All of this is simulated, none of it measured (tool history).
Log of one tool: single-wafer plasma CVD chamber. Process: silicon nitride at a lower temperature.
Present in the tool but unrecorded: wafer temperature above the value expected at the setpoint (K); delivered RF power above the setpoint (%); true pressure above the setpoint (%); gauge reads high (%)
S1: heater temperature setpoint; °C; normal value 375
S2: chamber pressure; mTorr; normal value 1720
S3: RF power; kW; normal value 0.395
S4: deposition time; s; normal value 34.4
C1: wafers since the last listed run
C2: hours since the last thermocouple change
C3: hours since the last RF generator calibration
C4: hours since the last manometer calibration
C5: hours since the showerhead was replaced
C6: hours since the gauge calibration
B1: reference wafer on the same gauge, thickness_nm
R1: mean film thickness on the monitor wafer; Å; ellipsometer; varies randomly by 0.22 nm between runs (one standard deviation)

| run | hour | S1 | S2 | S3 | S4 | C1 | C2 | C3 | C4 | C5 | C6 | B1 | R1 |
|---|---|---|---|---|---|---|---|---|---|---|---|---|---|
| 1 | 0.0 | 375 | 1720 | 0.395 | 34.4 | 0 | 2483.6 | 1996.2 | 468.1 | 5228.9 | 768.6 | 48.323 | 426.78 |
| 2 | 23.7 | 375 | 1720 | 0.395 | 32.9 | 577 | 2507.3 | 2019.9 | 491.8 | 5252.6 | 792.3 | 48.311 | 406.08 |
|  | 38.4 | showerhead replaced |
| 3 | 56.5 | 375 | 1720 | 0.395 | 32.9 | 603 | 2540.1 | 2052.7 | 524.6 | 18.1 | 825.1 | 48.293 | 410.03 |
| 4 | 147.1 | 375 | 1720 | 0.395 | 32.9 | 2205 | 2630.7 | 2143.3 | 615.2 | 108.7 | 915.7 | 48.254 | 410.00 |
| 5 | 169.9 | 367 | 1720 | 0.395 | 34.4 | 555 | 2653.5 | 2166.1 | 638.0 | 131.5 | 938.5 | 48.277 | 425.55 |
|  | 205.4 | RF generator calibrated |
| 6 | 205.9 | 384 | 1450 | 0.395 | 34.4 | 681 | 2689.5 | 0.5 | 674.0 | 167.5 | 974.5 | 48.289 | 418.53 |
| 7 | 303.2 | 384 | 1450 | 0.395 | 34.4 | 2369 | 2786.8 | 97.8 | 771.3 | 264.8 | 1071.8 | 48.279 | 418.28 |
|  | 316.3 | thermocouple changed; heater temperature recalibrated |
| 8 | 332.0 | 375 | 1720 | 0.395 | 34.4 | 506 | 15.7 | 126.6 | 800.1 | 293.6 | 1100.6 | 48.334 | 446.33 |
| 9 | 346.8 | 375 | 1720 | 0.395 | 34.4 | 360 | 30.5 | 141.4 | 814.9 | 308.4 | 1115.4 | 48.295 | 445.65 |
|  | 359.9 | gauge calibrated |
| 10 | 378.6 | 375 | 1720 | 0.395 | 34.4 | 774 | 62.3 | 173.2 | 846.7 | 340.2 | 18.7 | 48.288 | 446.65 |
| 11 | 396.1 | 375 | 1330 | 0.395 | 34.4 | 426 | 79.8 | 190.7 | 864.2 | 357.7 | 36.2 | 48.284 | 404.17 |
| 12 | 411.4 | 375 | 1720 | 0.395 | 32.5 | 372 | 95.1 | 206.0 | 879.5 | 373.0 | 51.5 | 48.288 | 423.48 |
| 13 | 424.8 | 375 | 1720 | 0.395 | 34.4 | 326 | 108.5 | 219.4 | 892.9 | 386.4 | 64.9 | 48.301 | 446.09 |
|  | 455.3 | capacitance manometer re-zeroed and calibrated |
| 14 | 455.8 | 375 | 1720 | 0.395 | 34.4 | 560 | 139.5 | 250.4 | 0.5 | 417.4 | 95.9 | 48.265 | 434.80 |
| 15 | 472.7 | 375 | 2090 | 0.395 | 36.6 | 411 | 156.4 | 267.3 | 17.4 | 434.3 | 112.8 | 48.330 | 495.25 |
| 16 | 499.9 | 375 | 1450 | 0.370 | 38.3 | 662 | 183.6 | 294.5 | 44.6 | 461.5 | 140.0 | 48.273 | 434.49 |
| 17 | 531.5 | 375 | 1720 | 0.395 | 31.0 | 769 | 215.2 | 326.1 | 76.2 | 493.1 | 171.6 | 48.317 | 391.19 |
| 18 | 560.2 | 375 | 1720 | 0.395 | 30.7 | 698 | 243.9 | 354.8 | 104.9 | 521.8 | 200.3 | 48.293 | 381.19 |
| 19 | 579.3 | 375 | 1370 | 0.445 | 31.9 | 465 | 263.0 | 373.9 | 124.0 | 540.9 | 219.4 | 48.280 | 391.21 |
| 20 | 601.7 | 390 | 2080 | 0.320 | 34.4 | 545 | 285.4 | 396.3 | 146.4 | 563.3 | 241.8 | 48.316 | 407.24 |
| 21 | 632.9 | 375 | 1720 | 0.455 | 27.9 | 759 | 316.6 | 427.5 | 177.6 | 594.5 | 273.0 | 48.277 | 377.05 |
| 22 | 645.3 | 385 | 1320 | 0.395 | 38.3 | 301 | 329.0 | 439.9 | 190.0 | 606.9 | 285.4 | 48.320 | 433.71 |
| 23 | 663.4 | 375 | 1720 | 0.395 | 34.4 | 440 | 347.1 | 458.0 | 208.1 | 625.0 | 303.5 | 48.269 | 430.41 |
| 24 | 687.9 | 381 | 2100 | 0.450 | 27.7 | 596 | 371.6 | 482.5 | 232.6 | 649.5 | 328.0 | 48.363 | 397.38 |
| 25 | 704.2 | 383 | 1720 | 0.365 | 34.4 | 396 | 387.9 | 498.8 | 248.9 | 665.8 | 344.3 | 48.325 | 414.37 |
| 26 | 739.8 | 375 | 1590 | 0.325 | 34.4 | 866 | 423.5 | 534.4 | 284.5 | 701.4 | 379.9 | 48.297 | 374.63 |
| 27 | 769.5 | 389 | 1720 | 0.355 | 34.4 | 723 | 453.2 | 564.1 | 314.2 | 731.1 | 409.6 | 48.332 | 402.59 |
| 28 | 784.8 | 375 | 1720 | 0.355 | 34.4 | 372 | 468.5 | 579.4 | 329.5 | 746.4 | 424.9 | 48.296 | 406.02 |
| 29 | 806.1 | 385 | 1930 | 0.465 | 36.9 | 518 | 489.8 | 600.7 | 350.8 | 767.7 | 446.2 | 48.322 | 524.81 |

Predict each of these 4 candidate next runs independently; none follows another, all start after run 29:
| A | 806.5 | 375 | 1720 | 0.395 | 34.4 | 9 | 490.2 | 601.1 | 351.2 | 768.1 | 446.6 | ? | ? |
| B | 806.5 | 375 | 1720 | 0.470 | 31.7 | 9 | 490.2 | 601.1 | 351.2 | 768.1 | 446.6 | ? | ? |
| C | 806.5 | 375 | 1720 | 0.325 | 40.2 | 9 | 490.2 | 601.1 | 351.2 | 768.1 | 446.6 | ? | ? |
| D | 806.5 | 362 | 1900 | 0.395 | 36.9 | 9 | 490.2 | 601.1 | 351.2 | 768.1 | 446.6 | ? | ? |

| run | B1 | R1 |
|---|---|---|
| A | 48.252 | 432.51 |
| B | 48.252 | 437.87 |
| C | 48.252 | 452.97 |
| D | 48.252 | 482.17 |
Had the tool no hidden state, the same runs would have come out as:
| run | R1 |
|---|---|
| A | 441.73 |
| B | 446.49 |
| C | 463.36 |
| D | 492.77 |
